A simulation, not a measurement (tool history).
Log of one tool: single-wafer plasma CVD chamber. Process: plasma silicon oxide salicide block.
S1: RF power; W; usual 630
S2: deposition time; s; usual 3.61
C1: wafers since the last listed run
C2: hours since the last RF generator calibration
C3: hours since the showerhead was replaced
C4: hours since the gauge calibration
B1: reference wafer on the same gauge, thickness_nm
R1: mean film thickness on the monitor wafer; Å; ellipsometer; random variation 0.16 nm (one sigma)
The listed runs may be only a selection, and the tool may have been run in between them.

run	day	S1	S2	C1	C2	C3	C4	B1	R1
1	0	630	3.61	0	1198.6	2672	890.1	35.327	356.93
2	3.138	630	3.61	2410	1273.9	2747.3	965.4	35.304	358.25
3	6.996	630	3.61	2964	1366.5	2839.9	1058	35.293	356.53
4	11.188	630	3.61	3220	1467.1	2940.5	1158.6	35.271	357.43
5	15.617	630	3.61	3403	1573.4	3046.8	1264.9	35.313	356.96
6	18.688	630	3.61	2359	1647.1	3120.5	1338.6	35.32	352.31
7	21.683	630	3.61	2301	1719	3192.4	1410.5	35.317	350.76
# day 26.35: showerhead replaced
8	26.371	630	3.91	3345	1831.5	0.5	1523	35.22	385.23
# day 28.438: gauge calibrated
9	29.888	630	3.91	2702	1915.9	84.9	34.8	35.358	385.92
10	33.729	630	3.61	2951	2008.1	177.1	127	35.287	354.11
11	36.504	630	3.61	2132	2074.7	243.7	193.6	35.351	352.61
# day 38.162: RF generator calibrated
12	39.533	630	3.61	2071	32.9	316.4	266.3	35.32	361.3
13	42.875	630	4.02	2567	113.1	396.6	346.5	35.298	402.7
14	47.05	550	3.61	3208	213.3	496.8	446.7	35.341	350.48
15	49.729	515	4.05	2058	277.6	561.1	511	35.261	383.35
16	51.942	680	3.81	1700	330.7	614.2	564.1	35.291	391.81
17	56.283	630	3.61	3336	434.9	718.4	668.3	35.245	363.17
18	60.567	730	2.9	3291	537.7	821.2	771.1	35.3	301.23
19	64.821	630	4.11	3268	639.8	923.3	873.2	35.344	408.98
20	67.442	555	3.61	2013	702.7	986.2	936.1	35.256	346.76
21	69.221	705	4.12	1367	745.4	1028.9	978.8	35.365	422.32
22	71.429	550	3.8	1696	798.4	1081.9	1031.8	35.203	363.69
23	73.575	630	3.61	1648	849.9	1133.4	1083.3	35.346	357.65
24	77.567	515	4.25	3067	945.7	1229.2	1179.1	35.329	401.19

Each run again, without the hidden state but with its own random variation kept:
The tool's hidden condition here consists of: delivered RF power above the setpoint (%); gauge reads high (%).
run	R1
1	362.6
2	364.27
3	362.92
4	364.27
5	364.25
6	359.83
7	358.56
8	394.33
9	395.44
10	363.26
11	362.01
12	361.47
13	403.26
14	351.36
15	384.6
16	393.32
17	365.01
18	303.11
19	412.02
20	349.59
21	425.97
22	367.06
23	361.19
24	405.6
